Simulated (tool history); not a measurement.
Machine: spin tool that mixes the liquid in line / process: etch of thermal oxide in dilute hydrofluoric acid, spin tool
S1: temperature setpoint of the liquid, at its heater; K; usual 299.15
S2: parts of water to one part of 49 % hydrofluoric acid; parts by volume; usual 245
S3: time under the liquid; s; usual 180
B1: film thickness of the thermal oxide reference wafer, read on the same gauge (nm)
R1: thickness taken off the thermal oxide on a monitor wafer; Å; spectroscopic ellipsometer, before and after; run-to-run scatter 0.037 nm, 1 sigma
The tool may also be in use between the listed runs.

run 1 day=0 | S1=295.65 S2=245 S3=180 | B1=30.018 | R1=30.88
run 2 day=1.479 | S1=295.65 S2=245 S3=180 | B1=30.06 | R1=31.15
run 3 day=2.912 | S1=295.65 S2=245 S3=180 | B1=29.998 | R1=31.05
run 4 day=4.35 | S1=299.15 S2=245 S3=140 | B1=30.014 | R1=27.61
run 5 day=5.067 | S1=299.15 S2=245 S3=140 | B1=30.012 | R1=27.68
run 6 day=5.662 | S1=299.15 S2=245 S3=140 | B1=30.006 | R1=27.89
run 7 day=6.3 | S1=299.15 S2=245 S3=120 | B1=30.023 | R1=23.39
run 8 day=7.296 | S1=299.15 S2=245 S3=100 | B1=29.99 | R1=20.01
-- day=7.733 hydrofluoric acid flow meter replaced
run 9 day=8.5 | S1=297.65 S2=245 S3=180 | B1=29.996 | R1=34.24
-- day=8.854 thermometer replaced
run 10 day=9.446 | S1=294.65 S2=300 S3=150 | B1=30.006 | R1=18.41
-- day=9.483 gauge calibrated
run 11 day=10.083 | S1=299.15 S2=245 S3=180 | B1=29.969 | R1=33.67
run 12 day=11.379 | S1=297.65 S2=245 S3=285 | B1=29.985 | R1=51.22
run 13 day=11.946 | S1=302.65 S2=245 S3=150 | B1=30.003 | R1=31.74
run 14 day=13.179 | S1=299.15 S2=245 S3=180 | B1=29.999 | R1=33.91
run 15 day=14.121 | S1=299.15 S2=245 S3=180 | B1=30.008 | R1=33.58
run 16 day=16.338 | S1=302.15 S2=150 S3=210 | B1=29.971 | R1=81.27
run 17 day=17.679 | S1=295.15 S2=245 S3=125 | B1=29.978 | R1=20.67

Below are 3 alternative next runs, each starting from the tool's condition after run 17. Predict each:
run A day=17.7 | S1=299.15 S2=245 S3=180 | B1=? | R1=?
run B day=17.7 | S1=301.65 S2=295 S3=145 | B1=? | R1=?
run C day=17.7 | S1=303.15 S2=140 S3=145 | B1=? | R1=?

run=A B1=30.005 R1=34.09
run=B B1=30.005 R1=23.48
run=C B1=30.005 R1=62.88
Stripped of hidden state, with their random variation kept, the same runs would have yielded:
run=A R1=32.81
run=B R1=22.65
run=C R1=60.43
